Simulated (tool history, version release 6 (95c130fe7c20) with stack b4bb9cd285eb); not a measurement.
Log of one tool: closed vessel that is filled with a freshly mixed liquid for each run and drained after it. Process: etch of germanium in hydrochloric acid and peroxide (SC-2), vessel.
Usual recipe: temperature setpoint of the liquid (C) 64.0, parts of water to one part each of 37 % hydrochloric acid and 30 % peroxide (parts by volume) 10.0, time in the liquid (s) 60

run   hour  temperature setpoint of the liquid (C)  parts of water to one part each of 37 % hydrochloric acid and 30 % peroxide (parts by volume)  time in the liquid (s)  read-back film thickness of the germanium reference wafer, read on the same gauge (nm)  thickness taken off the germanium on a monitor wafer (angstrom)
  1    0.0                                    64.0                                                                                           10.0                      60                                                                                   50.00                                                           2024.7
  2   29.5                                    64.0                                                                                           10.0                      60                                                                                   50.00                                                           2014.0
      35.1  -- gauge calibrated
  3   63.7                                    69.5                                                                                           10.0                      70                                                                                   50.04                                                           2758.4
  4   98.2                                    69.5                                                                                           10.0                      70                                                                                   50.02                                                           2759.6
  5  117.6                                    69.5                                                                                           10.0                      70                                                                                   49.97                                                           2775.5
  6  139.0                                    64.0                                                                                           10.0                      60                                                                                   50.06                                                           2031.9
  7  153.2                                    64.0                                                                                           11.0                      60                                                                                   50.00                                                           1996.9
  8  169.8                                    64.0                                                                                           12.5                      60                                                                                   50.03                                                           1958.1
  9  191.2                                    64.0                                                                                           10.0                      60                                                                                   49.99                                                           2033.5
     222.0  -- thermometer replaced
 10  222.5                                    69.0                                                                                           10.0                      60                                                                                   50.00                                                           2343.5
 11  247.5                                    64.0                                                                                           10.0                      60                                                                                   49.98                                                           2039.7
 12  279.2                                    64.0                                                                                           10.0                      60                                                                                   50.03                                                           2034.3
     302.2  -- chemicals flow meter replaced
 13  304.5                                    60.5                                                                                           10.0                      60                                                                                   50.04                                                           1817.0
     312.6  -- gauge calibrated
 14  324.0                                    64.0                                                                                           10.0                      60                                                                                   49.94                                                           2050.0
     338.9  -- new drum of peroxide connected
 15  339.3                                    64.0                                                                                           10.0                      60                                                                                   50.00                                                           1991.0
 16  372.5                                    64.0                                                                                           13.5                      60                                                                                   49.99                                                           1960.5
 17  389.5                                    54.5                                                                                           10.0                      60                                                                                   50.00                                                           1515.4
 18  417.8                                    69.0                                                                                           11.5                      35                                                                                   50.02                                                           1340.3
 19  431.0                                    64.0                                                                                           10.0                      60                                                                                   50.03                                                           2025.7
 20  450.2                                    70.5                                                                                           10.0                      35                                                                                   50.04                                                           1405.9
 21  469.6                                    61.0                                                                                           10.0                      60                                                                                   50.00                                                           1843.8
 22  490.5                                    64.0                                                                                           13.0                      60                                                                                   50.06                                                           1950.9

Give the tool's hidden conditions for every run:
liquid hotter than its thermometer reads (K): 0 across all the runs
chemicals flow below the setpoint (%): 0 across all the runs
peroxide weaker than its label (%): 0 across all the runs
gauge reads high (%): 0 across all the runs
